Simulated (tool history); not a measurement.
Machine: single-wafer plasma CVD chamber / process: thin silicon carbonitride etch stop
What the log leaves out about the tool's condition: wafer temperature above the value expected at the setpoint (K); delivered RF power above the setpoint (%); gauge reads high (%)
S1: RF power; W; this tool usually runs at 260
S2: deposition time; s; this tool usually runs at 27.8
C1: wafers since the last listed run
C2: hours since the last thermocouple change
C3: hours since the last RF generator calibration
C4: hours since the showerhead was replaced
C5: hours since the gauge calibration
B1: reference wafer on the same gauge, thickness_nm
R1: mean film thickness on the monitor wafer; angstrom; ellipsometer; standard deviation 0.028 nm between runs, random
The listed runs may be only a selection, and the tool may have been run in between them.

run,hour,S1,S2,C1,C2,C3,C4,C5,B1,R1
1,0.0,260,27.8,0,1998.6,2321.3,8192.6,224.5,16.697,155.58
2,33.7,235,27.8,774,2032.3,2355.0,8226.3,258.2,16.695,150.32
3,140.7,235,27.8,2459,2139.3,2462.0,8333.3,365.2,16.692,150.28
4,172.9,235,27.8,740,2171.5,2494.2,8365.5,397.4,16.702,150.33
5,195.0,260,26.1,508,2193.6,2516.3,8387.6,419.5,16.703,145.57
6,215.7,260,26.1,475,2214.3,2537.0,8408.3,440.2,16.699,144.98
7,261.1,260,26.1,1043,2259.7,2582.4,8453.7,485.6,16.697,145.56
8,288.4,260,24.2,627,2287.0,2609.7,8481.0,512.9,16.694,134.43
9,322.8,260,27.8,790,2321.4,2644.1,8515.4,547.3,16.698,154.74
10,354.1,260,27.8,719,2352.7,2675.4,8546.7,578.6,16.700,154.45
11,371.1,260,27.8,390,2369.7,2692.4,8563.7,595.6,16.698,153.67
12,406.1,260,27.8,804,2404.7,2727.4,8598.7,630.6,16.698,154.09
# hour 415.8: gauge calibrated
13,430.7,260,27.8,565,2429.3,2752.0,8623.3,14.9,16.699,154.15
# hour 438.8: RF generator calibrated
14,451.2,290,32.4,287,2449.8,12.4,8643.8,35.4,16.698,189.86
15,483.5,300,25.5,742,2482.1,44.7,8676.1,67.7,16.700,151.07
16,499.5,305,26.0,367,2498.1,60.7,8692.1,83.7,16.696,154.78
17,533.8,235,27.8,788,2532.4,95.0,8726.4,118.0,16.695,153.23
18,618.6,235,32.1,1949,2617.2,179.8,8811.2,202.8,16.702,176.46

Expected results for the next run?
# hour 629.2: showerhead replaced
# hour 631.0: thermocouple changed; heater temperature recalibrated
19,635.1,260,27.8,153,4.1,196.3,5.9,219.3,?,?

Run 19 came out at B1 16.701, R1 158.24 angstrom.
Without the tool's hidden state the same run would have given R1 159.19 angstrom.
